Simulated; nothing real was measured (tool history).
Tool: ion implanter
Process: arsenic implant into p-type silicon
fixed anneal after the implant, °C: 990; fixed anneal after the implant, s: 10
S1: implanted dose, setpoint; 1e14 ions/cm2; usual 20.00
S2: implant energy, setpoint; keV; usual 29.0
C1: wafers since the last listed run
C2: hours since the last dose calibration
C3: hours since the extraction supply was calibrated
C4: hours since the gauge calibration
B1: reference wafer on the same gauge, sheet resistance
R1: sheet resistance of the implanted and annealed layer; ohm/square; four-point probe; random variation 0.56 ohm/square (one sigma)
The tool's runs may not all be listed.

| run | hour | S1 | S2 | C1 | C2 | C3 | C4 | B1 | R1 |
|---|---|---|---|---|---|---|---|---|---|
| 1 | 0.0 | 24.14 | 29.0 | 0 | 1850.5 | 4916.0 | 336.3 | 103.15 | 101.33 |
| 2 | 16.0 | 20.00 | 29.0 | 621 | 1866.5 | 4932.0 | 352.3 | 103.19 | 104.24 |
| 3 | 31.1 | 20.00 | 29.0 | 586 | 1881.6 | 4947.1 | 367.4 | 103.15 | 104.03 |
| 4 | 42.4 | 20.00 | 29.0 | 438 | 1892.9 | 4958.4 | 378.7 | 102.94 | 103.84 |
| 5 | 58.9 | 20.00 | 29.0 | 640 | 1909.4 | 4974.9 | 395.2 | 102.70 | 103.84 |
| 6 | 76.0 | 21.26 | 31.0 | 664 | 1926.5 | 4992.0 | 412.3 | 102.97 | 99.43 |
| 7 | 87.0 | 21.26 | 31.0 | 427 | 1937.5 | 5003.0 | 423.3 | 103.06 | 99.33 |
| 8 | 105.0 | 20.00 | 29.0 | 699 | 1955.5 | 5021.0 | 441.3 | 103.11 | 104.29 |
| 9 | 113.9 | 20.00 | 29.0 | 345 | 1964.4 | 5029.9 | 450.2 | 102.97 | 104.01 |
| 10 | 125.0 | 20.00 | 29.0 | 431 | 1975.5 | 5041.0 | 461.3 | 103.11 | 104.11 |
| 11 | 141.3 | 20.00 | 29.0 | 633 | 1991.8 | 5057.3 | 477.6 | 102.96 | 104.39 |
| 12 | 150.2 | 24.28 | 29.0 | 345 | 2000.7 | 5066.2 | 486.5 | 102.77 | 101.57 |
| 13 | 162.2 | 24.76 | 22.5 | 466 | 2012.7 | 5078.2 | 498.5 | 103.14 | 116.65 |
| 14 | 178.6 | 20.00 | 23.5 | 637 | 2029.1 | 5094.6 | 514.9 | 103.21 | 115.58 |
|  | 181.3 | gauge calibrated |
| 15 | 194.8 | 17.77 | 21.5 | 629 | 2045.3 | 5110.8 | 13.5 | 102.91 | 122.94 |
| 16 | 211.1 | 20.00 | 29.0 | 633 | 2061.6 | 5127.1 | 29.8 | 102.87 | 104.74 |
|  | 230.7 | extraction supply calibrated |
| 17 | 231.2 | 20.00 | 25.5 | 470 | 2081.7 | 0.5 | 49.9 | 102.94 | 110.89 |
| 18 | 231.5 | 14.87 | 29.0 | 11 | 2082.0 | 0.8 | 50.2 | 102.98 | 111.15 |
| 19 | 244.3 | 17.19 | 20.0 | 497 | 2094.8 | 13.6 | 63.0 | 102.81 | 127.46 |
| 20 | 260.4 | 22.67 | 23.5 | 625 | 2110.9 | 29.7 | 79.1 | 102.95 | 113.61 |
|  | 273.4 | Faraday cup replaced and dose calibrated |
| 21 | 273.9 | 24.62 | 29.0 | 213 | 0.5 | 43.2 | 92.6 | 102.82 | 102.19 |
| 22 | 278.3 | 20.00 | 29.0 | 170 | 4.9 | 47.6 | 97.0 | 103.04 | 103.74 |
| 23 | 291.9 | 22.85 | 34.0 | 528 | 18.5 | 61.2 | 110.6 | 102.96 | 94.37 |
| 24 | 307.1 | 14.70 | 21.5 | 590 | 33.7 | 76.4 | 125.8 | 103.03 | 127.80 |
| 25 | 324.0 | 18.02 | 36.0 | 656 | 50.6 | 93.3 | 142.7 | 102.89 | 95.52 |
| 26 | 334.1 | 22.44 | 34.0 | 392 | 60.7 | 103.4 | 152.8 | 103.17 | 94.84 |
| 27 | 341.7 | 15.21 | 35.5 | 295 | 68.3 | 111.0 | 160.4 | 103.01 | 100.42 |
| 28 | 356.1 | 24.64 | 32.0 | 559 | 82.7 | 125.4 | 174.8 | 103.17 | 96.82 |
| 29 | 367.1 | 24.62 | 22.5 | 427 | 93.7 | 136.4 | 185.8 | 103.11 | 114.67 |
| 30 | 376.7 | 17.77 | 21.5 | 372 | 103.3 | 146.0 | 195.4 | 103.01 | 122.89 |
| 31 | 385.0 | 24.75 | 19.5 | 322 | 111.6 | 154.3 | 203.7 | 103.07 | 122.89 |
| 32 | 429.7 | 20.00 | 29.0 | 1736 | 156.3 | 199.0 | 248.4 | 103.04 | 104.79 |
| 33 | 447.4 | 24.11 | 33.5 | 687 | 174.0 | 216.7 | 266.1 | 102.72 | 93.56 |
| 34 | 456.3 | 24.47 | 19.5 | 345 | 182.9 | 225.6 | 275.0 | 103.03 | 124.06 |
| 35 | 468.5 | 20.00 | 29.0 | 473 | 195.1 | 237.8 | 287.2 | 103.13 | 104.13 |
| 36 | 475.1 | 24.43 | 34.5 | 256 | 201.7 | 244.4 | 293.8 | 102.91 | 92.44 |

5 ways to go on from here, each from the tool as it stands after run 36. What would each give?
| A | 475.5 | 17.50 | 29.0 | 15 | 202.1 | 244.8 | 294.2 | ? | ? |
| B | 475.5 | 24.90 | 21.0 | 15 | 202.1 | 244.8 | 294.2 | ? | ? |
| C | 475.5 | 15.10 | 33.5 | 15 | 202.1 | 244.8 | 294.2 | ? | ? |
| D | 475.5 | 24.77 | 29.0 | 15 | 202.1 | 244.8 | 294.2 | ? | ? |
| E | 475.5 | 25.86 | 22.0 | 15 | 202.1 | 244.8 | 294.2 | ? | ? |

| run | B1 | R1 |
|---|---|---|
| A | 103.11 | 106.66 |
| B | 103.11 | 119.21 |
| C | 103.11 | 103.78 |
| D | 103.11 | 101.18 |
| E | 103.11 | 116.12 |
Without the tool's hidden state the same runs would have given:
| run | R1 |
|---|---|
| A | 106.66 |
| B | 119.21 |
| C | 103.78 |
| D | 101.18 |
| E | 116.12 |
